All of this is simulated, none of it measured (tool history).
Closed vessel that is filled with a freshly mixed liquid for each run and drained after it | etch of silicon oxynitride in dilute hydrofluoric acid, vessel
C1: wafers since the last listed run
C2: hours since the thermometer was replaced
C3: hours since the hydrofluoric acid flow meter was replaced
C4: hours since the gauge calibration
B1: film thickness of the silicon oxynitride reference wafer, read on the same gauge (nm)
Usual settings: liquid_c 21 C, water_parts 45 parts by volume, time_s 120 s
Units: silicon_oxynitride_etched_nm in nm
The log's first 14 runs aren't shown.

{"run": 15, "hour": 164.1, "liquid_c": 21, "water_parts": 45, "time_s": 120, "C1": 677, "C2": 2452.9, "C3": 30.5, "C4": 391.8, "B1": 89.99, "silicon_oxynitride_etched_nm": 11.67}
{"hour": 168.8, "done": "gauge calibrated"}
{"run": 16, "hour": 176.3, "liquid_c": 21, "water_parts": 45, "time_s": 120, "C1": 1354, "C2": 2465.1, "C3": 42.7, "C4": 7.5, "B1": 90.05, "silicon_oxynitride_etched_nm": 11.58}
{"run": 17, "hour": 185.6, "liquid_c": 17, "water_parts": 25, "time_s": 120, "C1": 1032, "C2": 2474.4, "C3": 52, "C4": 16.8, "B1": 90.04, "silicon_oxynitride_etched_nm": 17.17}
{"run": 18, "hour": 196.4, "liquid_c": 21, "water_parts": 45, "time_s": 120, "C1": 1199, "C2": 2485.2, "C3": 62.8, "C4": 27.6, "B1": 89.98, "silicon_oxynitride_etched_nm": 11.6}
{"hour": 230.1, "done": "thermometer replaced"}
{"run": 19, "hour": 237.3, "liquid_c": 18, "water_parts": 55, "time_s": 95, "C1": 4429, "C2": 7.2, "C3": 103.7, "C4": 68.5, "B1": 89.99, "silicon_oxynitride_etched_nm": 6.33}
{"run": 20, "hour": 251.2, "liquid_c": 21, "water_parts": 45, "time_s": 120, "C1": 1543, "C2": 21.1, "C3": 117.6, "C4": 82.4, "B1": 89.99, "silicon_oxynitride_etched_nm": 11.39}
{"run": 21, "hour": 257.7, "liquid_c": 21, "water_parts": 35, "time_s": 150, "C1": 721, "C2": 27.6, "C3": 124.1, "C4": 88.9, "B1": 90.04, "silicon_oxynitride_etched_nm": 18.74}
{"run": 22, "hour": 275.2, "liquid_c": 19, "water_parts": 40, "time_s": 140, "C1": 1942, "C2": 45.1, "C3": 141.6, "C4": 106.4, "B1": 90.01, "silicon_oxynitride_etched_nm": 13.78}
{"run": 23, "hour": 282.6, "liquid_c": 21, "water_parts": 45, "time_s": 65, "C1": 821, "C2": 52.5, "C3": 149, "C4": 113.8, "B1": 90, "silicon_oxynitride_etched_nm": 6.21}
{"run": 24, "hour": 298.9, "liquid_c": 21, "water_parts": 40, "time_s": 120, "C1": 1809, "C2": 68.8, "C3": 165.3, "C4": 130.1, "B1": 89.95, "silicon_oxynitride_etched_nm": 13.11}
{"run": 25, "hour": 307.2, "liquid_c": 17, "water_parts": 45, "time_s": 120, "C1": 921, "C2": 77.1, "C3": 173.6, "C4": 138.4, "B1": 90.02, "silicon_oxynitride_etched_nm": 9.49}
{"run": 26, "hour": 317.2, "liquid_c": 21, "water_parts": 45, "time_s": 120, "C1": 1110, "C2": 87.1, "C3": 183.6, "C4": 148.4, "B1": 90, "silicon_oxynitride_etched_nm": 11.56}
{"run": 27, "hour": 324.9, "liquid_c": 17.5, "water_parts": 40, "time_s": 60, "C1": 854, "C2": 94.8, "C3": 191.3, "C4": 156.1, "B1": 89.97, "silicon_oxynitride_etched_nm": 5.4}
{"run": 28, "hour": 337.1, "liquid_c": 21, "water_parts": 35, "time_s": 65, "C1": 1354, "C2": 107, "C3": 203.5, "C4": 168.3, "B1": 90.01, "silicon_oxynitride_etched_nm": 8.18}
{"run": 29, "hour": 354.8, "liquid_c": 21, "water_parts": 45, "time_s": 120, "C1": 1965, "C2": 124.7, "C3": 221.2, "C4": 186, "B1": 90.01, "silicon_oxynitride_etched_nm": 11.55}
{"run": 30, "hour": 364.9, "liquid_c": 22.5, "water_parts": 35, "time_s": 175, "C1": 1121, "C2": 134.8, "C3": 231.3, "C4": 196.1, "B1": 89.99, "silicon_oxynitride_etched_nm": 23.88}

5 ways to go on from here, each from the tool as it stands after run 30. What would each give?
{"run": "A", "hour": 365.6, "liquid_c": 21, "water_parts": 30, "time_s": 120, "C1": 77, "C2": 135.5, "C3": 232, "C4": 196.8, "B1": "?", "silicon_oxynitride_etched_nm": "?"}
{"run": "B", "hour": 365.6, "liquid_c": 18.5, "water_parts": 45, "time_s": 120, "C1": 77, "C2": 135.5, "C3": 232, "C4": 196.8, "B1": "?", "silicon_oxynitride_etched_nm": "?"}
{"run": "C", "hour": 365.6, "liquid_c": 21, "water_parts": 45, "time_s": 95, "C1": 77, "C2": 135.5, "C3": 232, "C4": 196.8, "B1": "?", "silicon_oxynitride_etched_nm": "?"}
{"run": "D", "hour": 365.6, "liquid_c": 24, "water_parts": 50, "time_s": 170, "C1": 77, "C2": 135.5, "C3": 232, "C4": 196.8, "B1": "?", "silicon_oxynitride_etched_nm": "?"}
{"run": "E", "hour": 365.6, "liquid_c": 17, "water_parts": 45, "time_s": 155, "C1": 77, "C2": 135.5, "C3": 232, "C4": 196.8, "B1": "?", "silicon_oxynitride_etched_nm": "?"}

run=A B1=89.99 silicon_oxynitride_etched_nm=17.52
run=B B1=89.99 silicon_oxynitride_etched_nm=10.2
run=C B1=89.99 silicon_oxynitride_etched_nm=9.16
run=D B1=89.99 silicon_oxynitride_etched_nm=17.05
run=E B1=89.99 silicon_oxynitride_etched_nm=12.19
Without the tool's hidden state the same runs would have given:
run=A silicon_oxynitride_etched_nm=17.52
run=B silicon_oxynitride_etched_nm=10.2
run=C silicon_oxynitride_etched_nm=9.16
run=D silicon_oxynitride_etched_nm=17.05
run=E silicon_oxynitride_etched_nm=12.19
